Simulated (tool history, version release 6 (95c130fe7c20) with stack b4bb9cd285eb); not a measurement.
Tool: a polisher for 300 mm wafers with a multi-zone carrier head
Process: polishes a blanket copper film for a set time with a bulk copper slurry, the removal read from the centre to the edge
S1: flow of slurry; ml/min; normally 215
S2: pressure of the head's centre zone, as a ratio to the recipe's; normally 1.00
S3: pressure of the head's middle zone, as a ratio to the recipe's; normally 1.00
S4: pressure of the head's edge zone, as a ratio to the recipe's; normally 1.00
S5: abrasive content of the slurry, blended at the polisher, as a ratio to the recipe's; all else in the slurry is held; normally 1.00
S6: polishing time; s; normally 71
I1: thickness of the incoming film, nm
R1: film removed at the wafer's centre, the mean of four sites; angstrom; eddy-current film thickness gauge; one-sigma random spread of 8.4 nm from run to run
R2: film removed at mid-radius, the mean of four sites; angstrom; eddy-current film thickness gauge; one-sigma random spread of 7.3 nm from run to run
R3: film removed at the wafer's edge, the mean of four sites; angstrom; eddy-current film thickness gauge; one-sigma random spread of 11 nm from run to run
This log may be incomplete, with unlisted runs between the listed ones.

run,hour,S1,S2,S3,S4,S5,S6,I1,R1,R2,R3
1,0.0,215,1.00,1.00,1.00,1.00,71,3304.0,7118,7281,7456
2,7.7,215,1.00,1.00,1.00,1.00,71,3206.0,7286,7263,7460
3,15.9,215,1.00,1.00,1.00,1.00,71,3220.7,7111,7274,7385
4,30.6,215,1.00,1.00,1.00,1.00,71,3211.8,7234,7312,7340
5,44.9,215,1.00,1.00,1.00,1.00,85,3197.3,8666,8921,8818
6,59.8,215,1.00,1.06,1.00,0.70,71,3258.7,6775,7115,6852
7,75.7,215,0.89,1.10,1.00,1.25,71,3220.6,6855,8493,8010
# hour 76.8: slurry nozzle cleaned
8,89.1,215,1.00,1.00,1.00,0.85,46,3317.1,4504,4552,4648
# hour 95.1: worn pad replaced by a new one
9,100.4,215,1.00,0.96,1.00,1.00,71,3196.9,7409,7090,7398
10,116.0,170,1.00,1.00,0.89,1.00,71,3237.9,7137,7194,7124
11,123.8,165,1.00,1.00,1.03,0.80,71,3201.7,6717,6701,6964
12,139.8,215,1.00,1.00,1.00,1.00,71,3200.5,7417,7291,7432
13,174.3,215,1.00,1.00,1.00,1.00,71,3242.2,7511,7408,7367
# hour 181.1: carrier head's membrane replaced by a new one
14,184.7,215,1.00,1.00,1.08,1.00,89,3230.5,9478,9321,9342
# hour 203.1: worn pad replaced by a new one
15,203.6,180,0.89,1.00,1.09,1.00,71,3306.7,6540,7289,7537
16,211.5,275,1.00,1.10,0.89,1.00,71,3251.5,7572,8078,7036
17,222.2,215,0.90,0.91,1.06,1.00,63,3280.7,6007,5876,6855
18,232.2,215,1.00,1.00,1.00,1.00,71,3275.4,7539,7448,7565
19,238.7,215,1.00,1.00,1.03,1.00,71,3232.9,7666,7398,7514
20,252.5,235,1.10,1.00,1.00,1.30,64,3239.4,8009,7121,7178

What will run 21 give?
21,278.9,240,1.00,0.92,1.00,1.10,81,3277.3,?,?,?

Run 21 measured R1 8937 angstrom, R2 8033 angstrom, R3 8587 angstrom.
With the hidden condition absent and the run-to-run variation left alone, this run would have shown R1 8392 angstrom, R2 8036 angstrom, R3 8587 angstrom.

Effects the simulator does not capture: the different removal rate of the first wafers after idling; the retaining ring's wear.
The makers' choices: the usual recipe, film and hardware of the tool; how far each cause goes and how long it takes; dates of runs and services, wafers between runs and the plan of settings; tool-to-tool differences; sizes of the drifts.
